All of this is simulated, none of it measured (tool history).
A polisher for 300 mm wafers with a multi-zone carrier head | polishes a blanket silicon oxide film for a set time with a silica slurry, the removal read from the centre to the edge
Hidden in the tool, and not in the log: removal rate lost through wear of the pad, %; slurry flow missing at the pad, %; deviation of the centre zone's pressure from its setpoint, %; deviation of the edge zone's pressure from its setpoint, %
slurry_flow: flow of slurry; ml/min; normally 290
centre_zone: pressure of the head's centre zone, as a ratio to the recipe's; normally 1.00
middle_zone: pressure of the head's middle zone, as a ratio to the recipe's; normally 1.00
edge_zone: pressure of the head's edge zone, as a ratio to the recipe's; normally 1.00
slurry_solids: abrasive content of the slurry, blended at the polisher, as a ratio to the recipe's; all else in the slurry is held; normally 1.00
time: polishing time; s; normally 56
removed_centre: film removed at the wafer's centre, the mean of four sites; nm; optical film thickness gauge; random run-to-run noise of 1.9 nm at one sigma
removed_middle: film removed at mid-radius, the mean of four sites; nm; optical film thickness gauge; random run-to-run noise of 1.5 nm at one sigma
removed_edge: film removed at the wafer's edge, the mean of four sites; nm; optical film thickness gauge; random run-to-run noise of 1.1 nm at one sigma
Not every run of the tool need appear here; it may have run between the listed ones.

run	day	slurry_flow	centre_zone	middle_zone	edge_zone	slurry_solids	time	wafers since the last listed run	wafers polished on this pad	hours since the slurry nozzle was cleaned	hours since the centre zone pressure was calibrated	hours since the edge zone pressure was calibrated	hours since the carrier head's membrane was replaced	incoming thickness of the incoming film, nm	removed_centre	removed_middle	removed_edge
1	0.000	290	1.00	1.00	1.00	1.00	56	0	5280	17.5	85.8	416.2	1250.2	1254.5	169.0	175.1	171.5
2	1.958	290	1.00	1.00	1.00	1.00	56	680	5960	64.5	132.8	463.2	1297.2	1259.8	170.0	171.3	171.3
# day 3.854: edge zone pressure recalibrated
3	3.904	375	0.93	1.00	0.95	1.00	56	646	6607	111.2	179.5	1.2	1343.9	1260.0	164.0	183.1	173.9
# day 4.633: worn pad replaced by a new one
# day 4.671: carrier head's membrane replaced by a new one
4	7.329	290	1.00	1.00	1.00	0.85	38	1119	923	193.4	261.7	83.4	63.8	1286.2	105.6	108.3	108.3
5	10.138	290	1.00	1.00	1.00	1.00	56	975	1898	260.8	329.1	150.8	131.2	1248.2	171.5	169.1	172.1
6	14.058	290	1.00	1.10	1.00	0.90	56	1361	3260	354.9	423.2	244.9	225.3	1257.4	158.0	175.4	161.5
7	17.558	290	1.10	1.07	1.00	1.00	75	1215	4476	438.9	507.2	328.9	309.3	1242.0	247.8	239.3	224.9
8	19.512	210	0.90	0.97	1.06	1.00	56	678	5155	485.8	554.1	375.8	356.2	1264.0	135.2	153.9	166.0
# day 22.071: slurry nozzle cleaned, repeated, since the last time left the tool worse
9	22.092	290	1.00	1.00	1.00	1.00	56	881	6036	0.5	616.0	437.7	418.1	1252.1	186.8	187.9	182.2
10	24.188	290	1.00	1.00	1.00	1.00	56	728	6764	50.8	666.3	488.0	468.4	1249.1	182.8	185.7	181.9
11	26.142	355	1.00	1.06	1.00	1.20	56	678	7443	97.7	713.2	534.9	515.3	1247.4	205.2	214.8	202.6
# day 26.854: edge zone pressure recalibrated
12	27.712	380	1.00	1.07	0.89	1.00	56	516	7960	135.4	750.9	20.6	553.0	1275.3	190.0	204.0	175.6
# day 28.275: centre zone pressure recalibrated
# day 28.521: worn pad replaced by a new one
13	31.067	350	1.00	1.00	0.88	1.00	56	1078	884	215.9	67.0	101.1	633.5	1249.1	191.4	188.0	173.4
14	34.579	335	1.11	0.90	1.11	1.00	56	1220	2104	300.2	151.3	185.4	717.8	1269.5	210.2	173.9	194.4
15	38.658	330	1.00	0.92	1.00	1.00	38	1416	3521	398.1	249.2	283.3	815.7	1282.9	125.9	121.2	123.2
16	42.896	330	1.00	0.92	1.00	1.00	38	1471	4993	499.8	350.9	385.0	917.4	1272.9	126.4	118.8	124.2
17	47.325	330	1.00	1.00	0.93	1.00	56	1538	6532	606.1	457.2	491.3	1023.7	1252.9	184.5	186.8	174.9
18	49.821	200	0.91	1.00	0.92	0.70	56	866	7399	666.0	517.1	551.2	1083.6	1263.8	125.0	141.3	135.4
# day 52.229: worn pad replaced by a new one
# day 52.546: edge zone pressure recalibrated
19	54.121	290	1.00	1.00	1.00	1.00	56	1406	628	769.2	620.3	37.8	1186.8	1262.2	177.6	181.9	178.5

Forecast run 20:
# day 54.858: carrier head's membrane replaced by a new one
20	56.012	315	1.04	0.95	1.00	1.00	56	584	1213	814.6	665.7	83.2	27.7	1258.0	?	?	?

For run 20 the tool returned removed_centre 188.5 nm, removed_middle 175.8 nm, removed_edge 178.4 nm.
With no hidden state in the tool, this same run would have given removed_centre 194.9 nm, removed_middle 181.1 nm, removed_edge 182.5 nm.

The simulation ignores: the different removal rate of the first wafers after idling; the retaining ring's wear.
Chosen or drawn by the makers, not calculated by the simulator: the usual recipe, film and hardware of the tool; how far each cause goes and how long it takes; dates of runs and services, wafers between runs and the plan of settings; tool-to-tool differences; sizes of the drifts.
